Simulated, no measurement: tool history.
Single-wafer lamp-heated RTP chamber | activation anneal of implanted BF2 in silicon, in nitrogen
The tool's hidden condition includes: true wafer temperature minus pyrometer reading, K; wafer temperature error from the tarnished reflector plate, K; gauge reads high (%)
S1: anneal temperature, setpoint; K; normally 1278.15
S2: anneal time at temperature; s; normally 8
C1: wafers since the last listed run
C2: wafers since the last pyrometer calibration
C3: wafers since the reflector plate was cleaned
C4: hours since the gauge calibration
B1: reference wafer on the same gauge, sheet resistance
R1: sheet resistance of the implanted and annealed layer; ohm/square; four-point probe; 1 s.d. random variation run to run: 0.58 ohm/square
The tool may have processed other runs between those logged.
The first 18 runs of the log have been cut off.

run     day       S1  S2   C1    C2    C3     C4      B1      R1
      9.746  -- gauge calibrated
 19   9.988  1278.15   8  307  5086  1775    5.8  162.89  187.62
 20  10.562  1278.15  12  243  5330  2019   19.6  162.99  182.71
 21  11.096  1278.15   8  225  5556  2245   32.4  163.10  187.48
 22  11.842  1263.15   5  315  5872  2561   50.3  162.96  206.87
 23  12.292  1265.15  11  190  6063  2751   61.1  162.93  194.35
     12.729  -- pyrometer window cleaned and pyrometer calibrated
 24  12.750  1267.15   4   52     9  2804   72.1  162.99  204.09
 25  12.871  1265.15   8   51    60  2855   75.0  162.95  198.13
 26  13.242  1278.15   8  157   217  3012   83.9  163.04  186.76
 27  13.908  1253.15  11  282   499  3295   99.9  162.91  206.22
 28  14.575  1278.15   4  282   782  3577  115.9  163.03  194.64
 29  15.017  1254.15  11  187   969  3764  126.5  163.03  204.86
 30  15.567  1289.15   8  232  1202  3997  139.7  162.99  177.65
 31  16.012  1278.15   8  188  1391  4186  150.4  162.93  186.46
 32  16.621  1259.15  11  257  1648  4444  165.0  162.93  199.82
 33  16.983  1251.15  12  153  1802  4597  173.7  163.08  206.32
 34  17.308  1293.15  11  137  1940  4735  181.5  162.96  169.64
 35  17.575  1270.15   8  112  2053  4848  187.9  162.96  192.53
 36  18.175  1304.15   8  254  2307  5102  202.3  163.02  167.99

What if the next run were any one of these 5? Each begins from the tool's condition after run 36:
  A  18.192  1278.15   6   7  2314  5109  202.7   ?   ?
  B  18.192  1304.15   4   7  2314  5109  202.7   ?   ?
  C  18.192  1288.15   6   7  2314  5109  202.7   ?   ?
  D  18.192  1268.15   8   7  2314  5109  202.7   ?   ?
  E  18.192  1264.15   5   7  2314  5109  202.7   ?   ?

run      B1      R1
  A  163.08  188.96
  B  163.08  174.72
  C  163.08  181.20
  D  163.08  193.90
  E  163.08  202.96
The same runs, with their run-to-run variation unchanged, on a tool lacking any hidden condition would have given:
run      R1
  A  194.09
  B  179.00
  C  185.88
  D  199.83
  E  208.55

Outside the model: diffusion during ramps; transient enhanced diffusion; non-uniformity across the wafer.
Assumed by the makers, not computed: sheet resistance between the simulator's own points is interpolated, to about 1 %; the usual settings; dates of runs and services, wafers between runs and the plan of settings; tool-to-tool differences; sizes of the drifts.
